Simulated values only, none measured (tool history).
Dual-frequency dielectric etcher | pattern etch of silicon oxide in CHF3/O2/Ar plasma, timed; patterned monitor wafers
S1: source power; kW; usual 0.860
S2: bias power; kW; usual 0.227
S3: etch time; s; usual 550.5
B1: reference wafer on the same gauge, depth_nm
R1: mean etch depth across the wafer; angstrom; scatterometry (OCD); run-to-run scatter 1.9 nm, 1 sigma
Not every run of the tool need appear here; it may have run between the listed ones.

| run | hour | S1 | S2 | S3 | B1 | R1 |
|---|---|---|---|---|---|---|
| 1 | 0.0 | 0.860 | 0.227 | 550.5 | 1459.6 | 12511 |
| 2 | 13.5 | 0.860 | 0.227 | 550.5 | 1460.8 | 12515 |
| 3 | 22.8 | 0.730 | 0.227 | 550.5 | 1460.0 | 11596 |
| 4 | 35.1 | 0.730 | 0.227 | 550.5 | 1460.4 | 11588 |
| 5 | 46.6 | 0.980 | 0.227 | 488.0 | 1460.1 | 11733 |
| 6 | 53.9 | 1.010 | 0.227 | 651.5 | 1460.0 | 15902 |
| 7 | 67.6 | 1.010 | 0.227 | 651.5 | 1460.2 | 15892 |
|  | 74.3 | gauge calibrated |
| 8 | 83.1 | 1.010 | 0.227 | 651.5 | 1459.8 | 15866 |
|  | 147.6 | wet clean of the chamber |
| 9 | 148.1 | 0.860 | 0.198 | 550.5 | 1460.4 | 12169 |
| 10 | 148.6 | 0.860 | 0.227 | 550.5 | 1460.0 | 12639 |
| 11 | 161.5 | 0.860 | 0.227 | 550.5 | 1460.0 | 12678 |
|  | 175.3 | source power generator calibrated |
| 12 | 176.2 | 0.860 | 0.227 | 550.5 | 1460.4 | 12646 |
| 13 | 193.3 | 0.860 | 0.227 | 550.5 | 1460.1 | 12674 |
| 14 | 201.7 | 1.040 | 0.197 | 550.5 | 1460.2 | 13220 |
| 15 | 208.1 | 1.000 | 0.227 | 643.0 | 1459.4 | 15779 |
|  | 219.0 | bias power generator calibrated |
| 16 | 219.5 | 1.010 | 0.265 | 482.5 | 1459.6 | 12443 |
| 17 | 233.5 | 0.990 | 0.227 | 550.5 | 1459.8 | 13493 |
| 18 | 244.3 | 0.670 | 0.241 | 679.0 | 1460.2 | 14165 |
|  | 282.3 | upper electrode replaced |
| 19 | 282.8 | 1.010 | 0.227 | 550.5 | 1460.1 | 13621 |
| 20 | 283.3 | 0.860 | 0.227 | 493.5 | 1459.1 | 11304 |
| 21 | 290.0 | 1.040 | 0.181 | 592.0 | 1459.9 | 13850 |
|  | 297.7 | gauge calibrated |
| 22 | 335.2 | 1.040 | 0.227 | 550.5 | 1459.8 | 13762 |
| 23 | 345.1 | 0.860 | 0.227 | 550.5 | 1459.9 | 12586 |
| 24 | 353.5 | 0.920 | 0.207 | 486.0 | 1460.3 | 11153 |
| 25 | 366.5 | 0.860 | 0.227 | 550.5 | 1459.5 | 12589 |
| 26 | 374.3 | 0.860 | 0.283 | 550.5 | 1459.9 | 13494 |

Below, each run's measurement less what the same run would have read without the hidden state. Both values contain the same run-to-run variation, but the gauge's scatter may not be the same in both:
The tool's hidden condition here consists of: etch rate over this chamber's usual, %; source power that arrives over what is set, %; bias power that arrives over what is set, %; gauge reads high (%).
| run | R1 |
|---|---|
| 1 | -160 |
| 2 | -163 |
| 3 | -154 |
| 4 | -157 |
| 5 | -162 |
| 6 | -222 |
| 7 | -227 |
| 8 | -232 |
| 9 | -4 |
| 10 | -4 |
| 11 | -8 |
| 12 | -11 |
| 13 | -16 |
| 14 | -19 |
| 15 | -26 |
| 16 | -24 |
| 17 | -30 |
| 18 | -35 |
| 19 | -44 |
| 20 | -37 |
| 21 | -47 |
| 22 | -62 |
| 23 | -59 |
| 24 | -54 |
| 25 | -65 |
| 26 | -72 |

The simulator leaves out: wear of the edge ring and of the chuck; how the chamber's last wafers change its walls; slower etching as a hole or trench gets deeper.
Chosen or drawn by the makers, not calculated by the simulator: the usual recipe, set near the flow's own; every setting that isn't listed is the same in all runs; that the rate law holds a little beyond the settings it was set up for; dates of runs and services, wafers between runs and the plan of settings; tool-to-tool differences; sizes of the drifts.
